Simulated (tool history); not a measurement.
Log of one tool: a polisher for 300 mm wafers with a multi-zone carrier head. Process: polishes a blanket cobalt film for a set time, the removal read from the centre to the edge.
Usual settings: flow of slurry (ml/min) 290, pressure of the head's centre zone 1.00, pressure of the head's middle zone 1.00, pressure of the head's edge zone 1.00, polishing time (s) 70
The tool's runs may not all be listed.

run    hour  flow of slurry (ml/min)  pressure of the head's centre zone  pressure of the head's middle zone  pressure of the head's edge zone  polishing time (s)  incoming thickness of the incoming film, nm  film removed at the wafer's centre (angstrom)  film removed at mid-radius (angstrom)  film removed at the wafer's edge (angstrom)
  1     0.0                      290                                1.00                                1.00                              1.00                  70                                       1213.7                                           4177                                   3843                                         3937
  2    92.8                      290                                1.00                                1.04                              1.00                  70                                       1233.5                                           4203                                   4069                                         3919
      138.0  -- worn pad replaced by a new one
      170.0  -- slurry nozzle cleaned
  3   170.5                      390                                1.07                                1.00                              1.00                  70                                       1237.7                                           4824                                   3986                                         3979
  4   206.2                      290                                1.00                                1.00                              1.00                  70                                       1238.2                                           4290                                   3925                                         3897
      272.5  -- edge zone pressure recalibrated
  5   287.1                      390                                1.04                                1.00                              0.89                  48                                       1221.4                                           3095                                   2744                                         2642
  6   339.8                      290                                1.00                                1.00                              1.00                  70                                       1226.7                                           4423                                   3894                                         3897
  7   427.1                      360                                0.94                                1.06                              0.93                  70                                       1225.3                                           4177                                   4179                                         3877
  8   493.5                      290                                1.04                                1.00                              1.08                  70                                       1224.6                                           4621                                   3896                                         4121
      534.8  -- centre zone pressure recalibrated
  9   590.6                      220                                1.00                                1.00                              1.00                  78                                       1253.0                                           4244                                   4200                                         4252
      720.7  -- carrier head's membrane replaced by a new one
 10   826.1                      290                                1.00                                1.00                              1.04                  79                                       1220.7                                           4617                                   4372                                         4520
 11   886.3                      290                                1.00                                1.00                              1.00                  70                                       1246.2                                           4060                                   3860                                         3946
      961.0  -- worn pad replaced by a new one
 12   991.4                      290                                1.00                                1.00                              0.95                  70                                       1218.8                                           4061                                   3885                                         3835
     1039.0  -- slurry nozzle cleaned
     1057.3  -- edge zone pressure recalibrated
 13  1075.1                      290                                1.00                                1.00                              1.00                  70                                       1237.5                                           4225                                   3944                                         3984
 14  1120.2                      290                                1.00                                0.93                              1.00                  70                                       1236.2                                           4184                                   3666                                         3952
     1256.4  -- centre zone pressure recalibrated
 15  1345.1                      220                                1.04                                0.88                              1.00                  92                                       1232.8                                           5183                                   4389                                         5061
 16  1439.0                      385                                0.94                                1.10                              1.00                  70                                       1246.4                                           3864                                   4316                                         3993
 17  1514.7                      315                                0.94                                1.00                              1.00                  92                                       1234.9                                           4960                                   5220                                         5195
     1538.2  -- carrier head's membrane replaced by a new one
     1753.2  -- slurry nozzle cleaned
     1785.9  -- worn pad replaced by a new one
 18  1818.4                      230                                1.00                                1.00                              1.05                  70                                       1215.2                                           4049                                   3766                                         3968
     1930.7  -- edge zone pressure recalibrated
 19  1938.4                      350                                1.00                                1.00                              0.91                  70                                       1253.9                                           4276                                   3981                                         3816
 20  1976.3                      200                                1.00                                1.00                              0.93                  70                                       1247.8                                           3923                                   3707                                         3685
 21  2022.2                      290                                1.00                                1.00                              1.00                  70                                       1239.3                                           4217                                   3898                                         3927

Hidden state or all else? Some run-to-run changes of film removed at the wafer's centre (angstrom), split into what the settings, what came in and random variation would give without the hidden state, and what is left for the hidden state (with any gauge scatter that isn't in both results):
The hidden state here: removal rate lost through wear of the pad, %; slurry flow missing at the pad, %; deviation of the centre zone's pressure from its setpoint, %; deviation of the edge zone's pressure from its setpoint, %.
Run 5 -> 6: flow of slurry (ml/min) 390 -> 290, pressure of the head's centre zone 1.04 -> 1.00, pressure of the head's edge zone 0.89 -> 1.00, polishing time (s) 48 -> 70. film removed at the wafer's centre (angstrom) +1328: hidden state +137, all else +1191.
Run 8 -> 9: flow of slurry (ml/min) 290 -> 220, pressure of the head's centre zone 1.04 -> 1.00, pressure of the head's edge zone 1.08 -> 1.00, polishing time (s) 70 -> 78, centre zone pressure recalibrated. film removed at the wafer's centre (angstrom) -377: hidden state -455, all else +78.
Run 14 -> 15: flow of slurry (ml/min) 290 -> 220, pressure of the head's centre zone 1.00 -> 1.04, pressure of the head's middle zone 0.93 -> 0.88, polishing time (s) 70 -> 92, centre zone pressure recalibrated. film removed at the wafer's centre (angstrom) +999: hidden state -212, all else +1211.
Run 15 -> 16: flow of slurry (ml/min) 220 -> 385, pressure of the head's centre zone 1.04 -> 0.94, pressure of the head's middle zone 0.88 -> 1.10, polishing time (s) 92 -> 70. film removed at the wafer's centre (angstrom) -1319: hidden state +28, all else -1347.

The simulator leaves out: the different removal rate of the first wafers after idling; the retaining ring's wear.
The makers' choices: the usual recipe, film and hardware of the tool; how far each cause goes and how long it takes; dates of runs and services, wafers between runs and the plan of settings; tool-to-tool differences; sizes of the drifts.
